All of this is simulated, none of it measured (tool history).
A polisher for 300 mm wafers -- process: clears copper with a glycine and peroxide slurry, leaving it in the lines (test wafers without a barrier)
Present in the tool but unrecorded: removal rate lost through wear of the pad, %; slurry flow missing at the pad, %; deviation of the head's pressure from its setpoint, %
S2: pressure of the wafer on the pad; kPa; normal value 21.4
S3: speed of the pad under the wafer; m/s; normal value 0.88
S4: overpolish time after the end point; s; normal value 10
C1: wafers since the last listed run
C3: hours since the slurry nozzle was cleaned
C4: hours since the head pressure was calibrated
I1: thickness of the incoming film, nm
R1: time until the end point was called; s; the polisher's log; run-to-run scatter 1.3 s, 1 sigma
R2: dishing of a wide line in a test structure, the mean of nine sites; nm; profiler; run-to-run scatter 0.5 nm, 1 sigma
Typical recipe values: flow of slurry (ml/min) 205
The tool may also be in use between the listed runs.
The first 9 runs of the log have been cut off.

Run 10, hour 109.2: usual settings; C1 104; wafers polished on this pad 463; C3 448.6; C4 535.3; I1 830.7. Result: R1 142.5 s, R2 44.5 nm.
Run 11, hour 120: usual settings but S3 1.08 m/s; C1 69; wafers polished on this pad 533; C3 459.4; C4 546.1; I1 817.7. Result: R1 117.1 s, R2 50.6 nm.
Run 12, hour 127.4: usual settings but S3 1.08 m/s; C1 47; wafers polished on this pad 581; C3 466.8; C4 553.5; I1 817.4. Result: R1 115.8 s, R2 49.9 nm.
Run 13, hour 135.3: usual settings but S3 1.08 m/s; C1 51; wafers polished on this pad 632; C3 474.7; C4 561.4; I1 822.9. Result: R1 116.3 s, R2 50.4 nm.
At hour 141.8: worn pad replaced by a new one.
Run 14, hour 145.7: usual settings; C1 41; wafers polished on this pad 25; C3 485.1; C4 571.8; I1 837.7. Result: R1 142.2 s, R2 43.8 nm.
Run 15, hour 154.4: usual settings; C1 56; wafers polished on this pad 81; C3 493.8; C4 580.5; I1 821.8. Result: R1 136.9 s, R2 44.3 nm.
Run 16, hour 161.7: usual settings but flow of slurry (ml/min) 255; C1 47; wafers polished on this pad 128; C3 501.1; C4 587.8; I1 820.6. Result: R1 133.5 s, R2 45.6 nm.
Run 17, hour 169: usual settings but flow of slurry (ml/min) 255; C1 47; wafers polished on this pad 176; C3 508.4; C4 595.1; I1 814.1. Result: R1 134.4 s, R2 44.3 nm.
At hour 181.3: head pressure recalibrated.
Run 18, hour 181.8: usual settings but S2 17.9 kPa, S3 1.04 m/s, S4 15 s; C1 69; wafers polished on this pad 245; C3 521.2; C4 0.5; I1 826.6. Result: R1 139.7 s, R2 61 nm.
Run 19, hour 190.1: usual settings; C1 53; wafers polished on this pad 299; C3 529.5; C4 8.8; I1 821. Result: R1 145.5 s, R2 42 nm.
Run 20, hour 199: usual settings but S2 24.8 kPa; C1 57; wafers polished on this pad 357; C3 538.4; C4 17.7; I1 831.8. Result: R1 135.8 s, R2 45.8 nm.
Run 21, hour 214.8: usual settings but flow of slurry (ml/min) 150; C1 102; wafers polished on this pad 459; C3 554.2; C4 33.5; I1 813.8. Result: R1 151.1 s, R2 40.1 nm.
Run 22, hour 226.5: usual settings; C1 75; wafers polished on this pad 535; C3 565.9; C4 45.2; I1 811.6. Result: R1 141.4 s, R2 41.6 nm.
At hour 236.2: worn pad replaced by a new one.
Run 23, hour 236.7: usual settings; C1 40; wafers polished on this pad 3; C3 576.1; C4 55.4; I1 818.3. Result: R1 142.9 s, R2 42.1 nm.
Run 24, hour 242.6: usual settings but S3 1.12 m/s, S4 14 s; C1 38; wafers polished on this pad 41; C3 582; C4 61.3; I1 805.9. Result: R1 115.9 s, R2 66.8 nm.
Run 25, hour 249.1: usual settings but S4 13 s; C1 42; wafers polished on this pad 83; C3 588.5; C4 67.8; I1 835.7. Result: R1 144.8 s, R2 53.8 nm.
At hour 251.2: slurry nozzle cleaned.
Run 26, hour 261.1: usual settings but flow of slurry (ml/min) 265, S3 0.58 m/s; C1 71; wafers polished on this pad 154; C3 9.9; C4 79.8; I1 823.5. Result: R1 190.9 s, R2 32.7 nm.
Run 27, hour 272.7: usual settings but S2 26.9 kPa, S3 0.58 m/s; C1 75; wafers polished on this pad 229; C3 21.5; C4 91.4; I1 816.6. Result: R1 177 s, R2 36.5 nm.
Run 28, hour 287.1: usual settings but flow of slurry (ml/min) 140, S2 15.2 kPa, S3 0.72 m/s, S4 12 s; C1 93; wafers polished on this pad 322; C3 35.9; C4 105.8; I1 808. Result: R1 206.6 s, R2 35.7 nm.
Run 29, hour 298.7: usual settings but S2 18.6 kPa, S4 8 s; C1 75; wafers polished on this pad 397; C3 47.5; C4 117.4; I1 821.8. Result: R1 151.6 s, R2 32.8 nm.
Run 30, hour 310.5: usual settings but S2 15.2 kPa; C1 76; wafers polished on this pad 474; C3 59.3; C4 129.2; I1 832.6. Result: R1 171.1 s, R2 36.9 nm.
Run 31, hour 325: usual settings but S4 8 s; C1 93; wafers polished on this pad 568; C3 73.8; C4 143.7; I1 817. Result: R1 144.7 s, R2 34.3 nm.
At hour 333.7: worn pad replaced by a new one.
Run 32, hour 336.7: usual settings but flow of slurry (ml/min) 265, S3 0.58 m/s; C1 49; wafers polished on this pad 19; C3 85.5; C4 155.4; I1 819.2. Result: R1 190.2 s, R2 33.3 nm.
Run 33, hour 347.2: usual settings but flow of slurry (ml/min) 230, S2 14.5 kPa, S3 0.78 m/s, S4 8 s; C1 67; wafers polished on this pad 87; C3 96; C4 165.9; I1 815.9. Result: R1 180.7 s, R2 27.6 nm.
Run 34, hour 354.1: usual settings but flow of slurry (ml/min) 235, S4 16 s; C1 44; wafers polished on this pad 132; C3 102.9; C4 172.8; I1 818. Result: R1 141.6 s, R2 63.9 nm.

What if the next run were any one of these 3? Each begins from the tool's condition after run 34:
Run A, hour 354.6: usual settings but S3 0.98 m/s; C1 3; wafers polished on this pad 135; C3 103.4; C4 173.3; I1 811.4. Result: R1 ?, R2 ?.
Run B, hour 354.6: usual settings but S2 14.5 kPa; C1 3; wafers polished on this pad 135; C3 103.4; C4 173.3; I1 811.4. Result: R1 ?, R2 ?.
Run C, hour 354.6: usual settings but S4 12 s; C1 3; wafers polished on this pad 135; C3 103.4; C4 173.3; I1 811.4. Result: R1 ?, R2 ?.

run     R1    R2
  A  131.1  46.3
  B  171.9  36.2
  C  142.9  50.4
With no hidden state in the tool, these same runs would have given:
run     R1    R2
  A  134.5  45.2
  B  176.1  35.4
  C  146.6  49.2
